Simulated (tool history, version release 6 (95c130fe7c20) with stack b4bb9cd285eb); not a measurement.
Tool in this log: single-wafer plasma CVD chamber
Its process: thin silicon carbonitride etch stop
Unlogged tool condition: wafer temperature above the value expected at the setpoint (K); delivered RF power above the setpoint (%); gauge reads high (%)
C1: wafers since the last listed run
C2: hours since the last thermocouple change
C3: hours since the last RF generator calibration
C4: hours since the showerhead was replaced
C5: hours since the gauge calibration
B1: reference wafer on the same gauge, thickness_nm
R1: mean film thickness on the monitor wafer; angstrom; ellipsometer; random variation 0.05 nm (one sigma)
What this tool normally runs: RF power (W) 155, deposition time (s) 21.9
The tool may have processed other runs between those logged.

{"run": 1, "hour": 0.0, "RF power (W)": 130, "deposition time (s)": 23.2, "C1": 0, "C2": 2113.7, "C3": 1419.8, "C4": 2628.7, "C5": 490.7, "B1": 10.169, "R1": 96.49}
{"run": 2, "hour": 28.7, "RF power (W)": 130, "deposition time (s)": 23.2, "C1": 522, "C2": 2142.4, "C3": 1448.5, "C4": 2657.4, "C5": 519.4, "B1": 10.168, "R1": 97.2}
{"run": 3, "hour": 66.7, "RF power (W)": 130, "deposition time (s)": 23.2, "C1": 692, "C2": 2180.4, "C3": 1486.5, "C4": 2695.4, "C5": 557.4, "B1": 10.167, "R1": 96.51}
{"run": 4, "hour": 111.0, "RF power (W)": 155, "deposition time (s)": 21.9, "C1": 806, "C2": 2224.7, "C3": 1530.8, "C4": 2739.7, "C5": 601.7, "B1": 10.179, "R1": 99.12}
{"run": 5, "hour": 167.0, "RF power (W)": 155, "deposition time (s)": 21.9, "C1": 1019, "C2": 2280.7, "C3": 1586.8, "C4": 2795.7, "C5": 657.7, "B1": 10.167, "R1": 99.58}
{"run": 6, "hour": 237.2, "RF power (W)": 155, "deposition time (s)": 21.9, "C1": 1278, "C2": 2350.9, "C3": 1657.0, "C4": 2865.9, "C5": 727.9, "B1": 10.172, "R1": 98.82}
{"run": 7, "hour": 296.4, "RF power (W)": 155, "deposition time (s)": 21.9, "C1": 1078, "C2": 2410.1, "C3": 1716.2, "C4": 2925.1, "C5": 787.1, "B1": 10.176, "R1": 98.4}
{"run": 8, "hour": 357.5, "RF power (W)": 155, "deposition time (s)": 21.9, "C1": 1112, "C2": 2471.2, "C3": 1777.3, "C4": 2986.2, "C5": 848.2, "B1": 10.148, "R1": 98.71}
{"run": 9, "hour": 403.4, "RF power (W)": 155, "deposition time (s)": 21.9, "C1": 835, "C2": 2517.1, "C3": 1823.2, "C4": 3032.1, "C5": 894.1, "B1": 10.148, "R1": 98.85}
{"hour": 436.4, "done": "showerhead replaced"}
{"run": 10, "hour": 436.9, "RF power (W)": 155, "deposition time (s)": 21.9, "C1": 464, "C2": 2550.6, "C3": 1856.7, "C4": 0.5, "C5": 927.6, "B1": 10.143, "R1": 99.22}
{"hour": 447.0, "done": "RF generator calibrated"}
{"run": 11, "hour": 469.0, "RF power (W)": 155, "deposition time (s)": 21.9, "C1": 438, "C2": 2582.7, "C3": 22.0, "C4": 32.6, "C5": 959.7, "B1": 10.163, "R1": 99.11}
{"hour": 477.2, "done": "thermocouple changed; heater temperature recalibrated"}
{"run": 12, "hour": 536.4, "RF power (W)": 155, "deposition time (s)": 22.9, "C1": 1081, "C2": 59.2, "C3": 89.4, "C4": 100.0, "C5": 1027.1, "B1": 10.16, "R1": 103.34}
{"run": 13, "hour": 577.9, "RF power (W)": 170, "deposition time (s)": 21.9, "C1": 755, "C2": 100.7, "C3": 130.9, "C4": 141.5, "C5": 1068.6, "B1": 10.159, "R1": 102.13}
{"run": 14, "hour": 636.7, "RF power (W)": 155, "deposition time (s)": 21.9, "C1": 1070, "C2": 159.5, "C3": 189.7, "C4": 200.3, "C5": 1127.4, "B1": 10.135, "R1": 99.35}
{"hour": 665.0, "done": "gauge calibrated"}
{"run": 15, "hour": 675.0, "RF power (W)": 145, "deposition time (s)": 19.5, "C1": 697, "C2": 197.8, "C3": 228.0, "C4": 238.6, "C5": 10.0, "B1": 10.153, "R1": 85.09}
{"run": 16, "hour": 746.2, "RF power (W)": 180, "deposition time (s)": 17.5, "C1": 1296, "C2": 269.0, "C3": 299.2, "C4": 309.8, "C5": 81.2, "B1": 10.177, "R1": 82.89}
{"run": 17, "hour": 793.1, "RF power (W)": 170, "deposition time (s)": 20.6, "C1": 854, "C2": 315.9, "C3": 346.1, "C4": 356.7, "C5": 128.1, "B1": 10.157, "R1": 96.36}
{"run": 18, "hour": 838.7, "RF power (W)": 135, "deposition time (s)": 21.9, "C1": 830, "C2": 361.5, "C3": 391.7, "C4": 402.3, "C5": 173.7, "B1": 10.16, "R1": 92.56}
{"run": 19, "hour": 881.6, "RF power (W)": 125, "deposition time (s)": 25.9, "C1": 781, "C2": 404.4, "C3": 434.6, "C4": 445.2, "C5": 216.6, "B1": 10.17, "R1": 105.42}
{"run": 20, "hour": 954.7, "RF power (W)": 155, "deposition time (s)": 21.9, "C1": 1331, "C2": 477.5, "C3": 507.7, "C4": 518.3, "C5": 289.7, "B1": 10.157, "R1": 98.8}
{"run": 21, "hour": 1010.6, "RF power (W)": 130, "deposition time (s)": 21.9, "C1": 1018, "C2": 533.4, "C3": 563.6, "C4": 574.2, "C5": 345.6, "B1": 10.159, "R1": 91.71}
{"run": 22, "hour": 1079.2, "RF power (W)": 185, "deposition time (s)": 21.9, "C1": 1249, "C2": 602.0, "C3": 632.2, "C4": 642.8, "C5": 414.2, "B1": 10.172, "R1": 106.57}
{"run": 23, "hour": 1130.8, "RF power (W)": 155, "deposition time (s)": 21.9, "C1": 939, "C2": 653.6, "C3": 683.8, "C4": 694.4, "C5": 465.8, "B1": 10.166, "R1": 99.24}
{"run": 24, "hour": 1174.9, "RF power (W)": 145, "deposition time (s)": 21.9, "C1": 803, "C2": 697.7, "C3": 727.9, "C4": 738.5, "C5": 509.9, "B1": 10.145, "R1": 96.25}

The tool's hidden state at each run:
wafer temperature above the value expected at the setpoint (K): 0 in every run
delivered RF power above the setpoint (%): 0 in every run
gauge reads high (%): 0 in every run
